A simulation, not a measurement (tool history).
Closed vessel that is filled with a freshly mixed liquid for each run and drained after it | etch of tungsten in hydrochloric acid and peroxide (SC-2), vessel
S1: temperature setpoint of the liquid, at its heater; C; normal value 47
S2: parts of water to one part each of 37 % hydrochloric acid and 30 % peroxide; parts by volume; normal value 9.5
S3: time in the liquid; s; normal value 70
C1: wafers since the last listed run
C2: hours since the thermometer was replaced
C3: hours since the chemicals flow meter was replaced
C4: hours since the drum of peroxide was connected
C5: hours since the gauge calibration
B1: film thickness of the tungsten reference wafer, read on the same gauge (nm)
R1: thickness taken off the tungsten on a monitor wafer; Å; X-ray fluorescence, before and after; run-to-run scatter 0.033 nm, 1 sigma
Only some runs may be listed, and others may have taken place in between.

{"run": 1, "hour": 0.0, "S1": 47, "S2": 9.5, "S3": 95, "C1": 0, "C2": 2566.3, "C3": 1121.4, "C4": 778.3, "C5": 68.8, "B1": 39.99, "R1": 156.1}
{"run": 2, "hour": 8.7, "S1": 47, "S2": 9.5, "S3": 95, "C1": 837, "C2": 2575.0, "C3": 1130.1, "C4": 787.0, "C5": 77.5, "B1": 40.0, "R1": 154.8}
{"run": 3, "hour": 21.2, "S1": 47, "S2": 9.5, "S3": 70, "C1": 1202, "C2": 2587.5, "C3": 1142.6, "C4": 799.5, "C5": 90.0, "B1": 39.98, "R1": 114.5}
{"run": 4, "hour": 38.9, "S1": 47, "S2": 9.5, "S3": 70, "C1": 1702, "C2": 2605.2, "C3": 1160.3, "C4": 817.2, "C5": 107.7, "B1": 40.0, "R1": 114.3}
{"run": 5, "hour": 54.6, "S1": 47, "S2": 9.5, "S3": 70, "C1": 1510, "C2": 2620.9, "C3": 1176.0, "C4": 832.9, "C5": 123.4, "B1": 40.01, "R1": 114.9}
{"run": 6, "hour": 61.8, "S1": 47, "S2": 9.5, "S3": 60, "C1": 692, "C2": 2628.1, "C3": 1183.2, "C4": 840.1, "C5": 130.6, "B1": 39.99, "R1": 98.9}
{"run": 7, "hour": 72.5, "S1": 47, "S2": 9.5, "S3": 70, "C1": 1029, "C2": 2638.8, "C3": 1193.9, "C4": 850.8, "C5": 141.3, "B1": 40.0, "R1": 115.6}
{"run": 8, "hour": 83.5, "S1": 47, "S2": 9.5, "S3": 55, "C1": 1058, "C2": 2649.8, "C3": 1204.9, "C4": 861.8, "C5": 152.3, "B1": 39.99, "R1": 90.5}
{"run": 9, "hour": 96.4, "S1": 47, "S2": 9.5, "S3": 70, "C1": 1241, "C2": 2662.7, "C3": 1217.8, "C4": 874.7, "C5": 165.2, "B1": 39.97, "R1": 115.1}
{"hour": 101.3, "done": "new drum of peroxide connected"}
{"run": 10, "hour": 104.6, "S1": 38, "S2": 11.5, "S3": 95, "C1": 692, "C2": 2670.9, "C3": 1226.0, "C4": 3.3, "C5": 173.4, "B1": 39.99, "R1": 71.2}

Predict the results of run 11:
{"hour": 114.7, "done": "gauge calibrated"}
{"run": 11, "hour": 120.7, "S1": 47, "S2": 5.5, "S3": 40, "C1": 1549, "C2": 2687.0, "C3": 1242.1, "C4": 19.4, "C5": 6.0, "B1": "?", "R1": "?"}

{"run 11": {"B1": 39.99, "R1": 100.1}}
The same run, on a tool lacking any hidden state, would have yielded R1 91.9 Å.

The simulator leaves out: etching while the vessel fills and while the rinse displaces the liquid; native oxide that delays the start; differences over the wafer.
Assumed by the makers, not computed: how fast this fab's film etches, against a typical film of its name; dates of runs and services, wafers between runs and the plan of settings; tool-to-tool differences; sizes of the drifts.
